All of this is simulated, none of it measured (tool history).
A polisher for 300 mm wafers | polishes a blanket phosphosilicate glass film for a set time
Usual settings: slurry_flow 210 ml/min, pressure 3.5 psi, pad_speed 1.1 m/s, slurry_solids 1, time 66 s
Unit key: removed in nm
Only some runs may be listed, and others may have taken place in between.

run,hour,slurry_flow,pressure,pad_speed,slurry_solids,time,wafers since the last listed run,wafers polished on this pad,hours since the slurry nozzle was cleaned,hours since the head pressure was calibrated,hours since the slurry blender was calibrated,hours since the conditioning disc was replaced,"incoming thickness of the incoming film, nm",removed
1,0,225,3.5,1.1,1,72,0,558,757.8,781.7,246,3,2376.8,640.5
# hour 8.9: slurry nozzle cleaned
2,55.1,225,3.5,1.1,1,72,397,955,46.2,836.8,301.1,58.1,2357.8,636.2
3,116.9,225,3.5,1.1,1,72,454,1410,108,898.6,362.9,119.9,2411,623.7
4,163.7,210,3.5,1.1,1,54,344,1754,154.8,945.4,409.7,166.7,2366.7,459.3
5,192.3,210,3.5,1.1,1,66,210,1964,183.4,974,438.3,195.3,2415.8,564.5
# hour 210.7: slurry blender recalibrated
6,262.1,210,3.5,1.1,1,66,498,2462,253.2,1043.8,51.4,265.1,2365.9,603.7
# hour 275.9: worn pad replaced by a new one
7,291.8,210,3.5,1.1,1,66,188,116,282.9,1073.5,81.1,294.8,2408.4,605.6
# hour 315.2: conditioning disc replaced and pad reconditioned
8,318.5,210,2.9,1.1,1,66,181,298,309.6,1100.2,107.8,3.3,2337.2,493.2
9,353.8,225,3.5,1.1,1,72,259,557,344.9,1135.5,143.1,38.6,2375.3,656.6
10,415.2,210,3.5,1.1,0.7,66,451,1009,406.3,1196.9,204.5,100,2356.4,474.9
# hour 438.3: head pressure recalibrated
11,586,210,4,1.1,1,89,1240,2249,577.1,147.7,375.3,270.8,2402.9,877.1
# hour 647.4: conditioning disc replaced and pad reconditioned
12,655.9,160,3.5,1.02,1,66,499,2749,647,217.6,445.2,8.5,2369.9,517.6
# hour 663.6: slurry blender recalibrated
# hour 675.8: worn pad replaced by a new one
13,689.8,210,3.5,1.1,1,51,205,103,680.9,251.5,26.2,42.4,2367,468.9
14,723.6,245,2.9,1.1,1,66,248,351,714.7,285.3,60,76.2,2351.6,509.3
# hour 734.8: slurry nozzle cleaned
15,778.6,210,3.5,1.1,1,66,396,748,43.8,340.3,115,131.2,2368.4,598.3
16,835,210,3.5,1.1,0.9,80,414,1163,100.2,396.7,171.4,187.6,2356.7,667.2
17,869.4,235,3.5,1.1,1,66,252,1415,134.6,431.1,205.8,222,2358.7,593.1
18,990,210,4.3,1.1,1,66,886,2302,255.2,551.7,326.4,342.6,2360.6,700.5
# hour 997.8: worn pad replaced by a new one
19,1016.9,210,3.5,1.1,0.85,66,168,140,282.1,578.6,353.3,369.5,2384.5,528.2
# hour 1029.8: conditioning disc replaced and pad reconditioned
20,1133.4,210,3.5,1.4,0.75,49,841,982,398.6,695.1,469.8,103.6,2376.6,416.2
21,1167.3,210,3.5,1.34,0.85,66,249,1231,432.5,729,503.7,137.5,2338.2,578.1
# hour 1220.4: slurry blender recalibrated
22,1226.2,210,3.5,1.1,1,66,418,1649,491.4,787.9,5.8,196.4,2388.1,606.1
23,1285.1,210,3.5,1.1,1.2,80,432,2082,550.3,846.8,64.7,255.3,2379.2,794.9
24,1316.9,210,4.2,1.1,0.75,66,233,2316,582.1,878.6,96.5,287.1,2389.6,600.7

Forecast each of these 5 alternatives for the next run:
A,1317.4,210,3.5,1.1,1,66,3,2320,582.6,879.1,97,287.6,2349.1,?
B,1317.4,180,3.8,1.1,0.8,66,3,2320,582.6,879.1,97,287.6,2349.1,?
C,1317.4,210,2.5,1.1,1,82,3,2320,582.6,879.1,97,287.6,2349.1,?
D,1317.4,255,3.5,1.42,1,86,3,2320,582.6,879.1,97,287.6,2349.1,?
E,1317.4,230,4.3,1.1,1,66,3,2320,582.6,879.1,97,287.6,2349.1,?

run,removed
A,601.6
B,567.6
C,533.9
D,963.4
E,745.7
Had the tool no hidden state, the same runs would have come out as:
run,removed
A,615.8
B,582.9
C,546.5
D,986.2
E,763.3

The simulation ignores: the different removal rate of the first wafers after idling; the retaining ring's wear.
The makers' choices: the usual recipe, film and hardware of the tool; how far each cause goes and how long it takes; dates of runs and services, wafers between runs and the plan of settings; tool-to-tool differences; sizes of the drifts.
